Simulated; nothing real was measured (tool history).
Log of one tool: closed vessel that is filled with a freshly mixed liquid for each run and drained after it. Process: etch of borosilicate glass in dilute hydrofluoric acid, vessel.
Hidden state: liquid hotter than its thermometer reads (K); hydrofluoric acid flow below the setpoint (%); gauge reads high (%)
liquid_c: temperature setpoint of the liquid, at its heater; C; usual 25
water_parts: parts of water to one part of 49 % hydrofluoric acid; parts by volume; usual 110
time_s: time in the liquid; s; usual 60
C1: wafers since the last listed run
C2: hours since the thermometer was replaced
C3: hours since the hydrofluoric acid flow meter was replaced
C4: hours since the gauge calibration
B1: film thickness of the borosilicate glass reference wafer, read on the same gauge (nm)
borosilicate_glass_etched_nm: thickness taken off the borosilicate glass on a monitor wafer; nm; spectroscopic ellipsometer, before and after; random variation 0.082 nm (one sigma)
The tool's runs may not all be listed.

{"run": 1, "hour": 0.0, "liquid_c": 25, "water_parts": 110, "time_s": 60, "C1": 0, "C2": 2387.9, "C3": 299.6, "C4": 223.5, "B1": 50.01, "borosilicate_glass_etched_nm": 14.06}
{"run": 2, "hour": 22.6, "liquid_c": 25, "water_parts": 110, "time_s": 60, "C1": 2344, "C2": 2410.5, "C3": 322.2, "C4": 246.1, "B1": 49.99, "borosilicate_glass_etched_nm": 13.98}
{"run": 3, "hour": 39.4, "liquid_c": 25, "water_parts": 110, "time_s": 60, "C1": 1742, "C2": 2427.3, "C3": 339.0, "C4": 262.9, "B1": 49.99, "borosilicate_glass_etched_nm": 13.96}
{"run": 4, "hour": 71.0, "liquid_c": 25, "water_parts": 110, "time_s": 60, "C1": 3277, "C2": 2458.9, "C3": 370.6, "C4": 294.5, "B1": 50.0, "borosilicate_glass_etched_nm": 13.94}
{"run": 5, "hour": 86.3, "liquid_c": 25, "water_parts": 110, "time_s": 60, "C1": 1587, "C2": 2474.2, "C3": 385.9, "C4": 309.8, "B1": 50.0, "borosilicate_glass_etched_nm": 13.81}
{"run": 6, "hour": 122.0, "liquid_c": 25, "water_parts": 110, "time_s": 60, "C1": 3703, "C2": 2509.9, "C3": 421.6, "C4": 345.5, "B1": 49.99, "borosilicate_glass_etched_nm": 13.68}
{"run": 7, "hour": 156.3, "liquid_c": 25, "water_parts": 110, "time_s": 60, "C1": 3557, "C2": 2544.2, "C3": 455.9, "C4": 379.8, "B1": 50.03, "borosilicate_glass_etched_nm": 13.72}
{"run": 8, "hour": 182.6, "liquid_c": 25, "water_parts": 110, "time_s": 60, "C1": 2728, "C2": 2570.5, "C3": 482.2, "C4": 406.1, "B1": 49.99, "borosilicate_glass_etched_nm": 13.47}

Run 9 comes next. What will it give?
{"run": 9, "hour": 205.9, "liquid_c": 25, "water_parts": 65, "time_s": 60, "C1": 2416, "C2": 2593.8, "C3": 505.5, "C4": 429.4, "B1": "?", "borosilicate_glass_etched_nm": "?"}

{"run 9": {"B1": 50.0, "borosilicate_glass_etched_nm": 24.18}}
Without the tool's hidden state the same run would have given borosilicate_glass_etched_nm 26.84 nm.
